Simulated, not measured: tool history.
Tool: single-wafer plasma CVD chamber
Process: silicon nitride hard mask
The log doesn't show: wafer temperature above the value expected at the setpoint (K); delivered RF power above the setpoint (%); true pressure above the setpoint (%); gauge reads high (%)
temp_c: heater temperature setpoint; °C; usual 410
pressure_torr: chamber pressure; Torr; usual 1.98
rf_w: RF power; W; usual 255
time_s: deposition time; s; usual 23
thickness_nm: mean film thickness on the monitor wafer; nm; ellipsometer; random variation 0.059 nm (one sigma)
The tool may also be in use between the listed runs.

run	day	temp_c	pressure_torr	rf_w	time_s	wafers since the last listed run	hours since the last thermocouple change	hours since the last RF generator calibration	hours since the last manometer calibration	hours since the showerhead was replaced	hours since the gauge calibration	read-back reference wafer on the same gauge, thickness_nm	thickness_nm
1	0	410	1.98	255	23	0	2867.5	2505.6	1886.8	5264.1	122.7	21.402	24.575
2	0.588	398	1.98	255	23	186	2881.6	2519.7	1900.9	5278.2	136.8	21.409	24.752
3	1.246	410	1.59	255	23	208	2897.4	2535.5	1916.7	5294	152.6	21.389	23.36
# day 2.508: RF generator calibrated
# day 2.6: capacitance manometer re-zeroed and calibrated
4	2.704	410	2.12	255	23	327	2932.4	4.7	2.5	5329	187.6	21.393	24.961
# day 3.212: gauge calibrated
5	3.267	410	2.12	255	23	178	2945.9	18.2	16	5342.5	1.3	21.386	25.04
6	3.95	410	2.12	255	23	216	2962.3	34.6	32.4	5358.9	17.7	21.402	24.982
7	4.438	410	1.98	255	23	154	2974	46.3	44.1	5370.6	29.4	21.392	24.711
8	4.871	410	1.98	255	23	137	2984.4	56.7	54.5	5381	39.8	21.404	24.746
9	5.192	410	1.98	255	23	101	2992.1	64.4	62.2	5388.7	47.5	21.397	24.584
# day 5.679: thermocouple changed; heater temperature recalibrated
# day 5.942: showerhead replaced
10	5.962	410	1.63	255	23	56	6.8	82.9	80.7	0.5	66	21.393	23.476
11	6.375	410	1.98	255	23	130	16.7	92.8	90.6	10.4	75.9	21.4	24.594
12	6.688	421	2.2	255	23	99	24.2	100.3	98.1	17.9	83.4	21.374	25.054
13	7.354	410	1.98	255	19.4	211	40.2	116.3	114.1	33.9	99.4	21.416	20.755
14	7.875	410	2.4	255	23	165	52.7	128.8	126.6	46.4	111.9	21.387	25.786

5 ways to go on from here, each from the tool as it stands after run 14. What would each give?
A	7.892	410	1.98	255	23	5	53.1	129.2	127	46.8	112.3	?	?
B	7.892	410	1.98	215	23	5	53.1	129.2	127	46.8	112.3	?	?
C	7.892	410	1.98	280	23	5	53.1	129.2	127	46.8	112.3	?	?
D	7.892	401	1.73	240	23	5	53.1	129.2	127	46.8	112.3	?	?
E	7.892	419	2.11	220	27.4	5	53.1	129.2	127	46.8	112.3	?	?

run	read-back reference wafer on the same gauge, thickness_nm	thickness_nm
A	21.406	24.508
B	21.406	20.586
C	21.406	26.726
D	21.406	22.447
E	21.406	25.389
Without the tool's hidden state the same runs would have given:
run	thickness_nm
A	24.508
B	20.586
C	26.726
D	22.447
E	25.389

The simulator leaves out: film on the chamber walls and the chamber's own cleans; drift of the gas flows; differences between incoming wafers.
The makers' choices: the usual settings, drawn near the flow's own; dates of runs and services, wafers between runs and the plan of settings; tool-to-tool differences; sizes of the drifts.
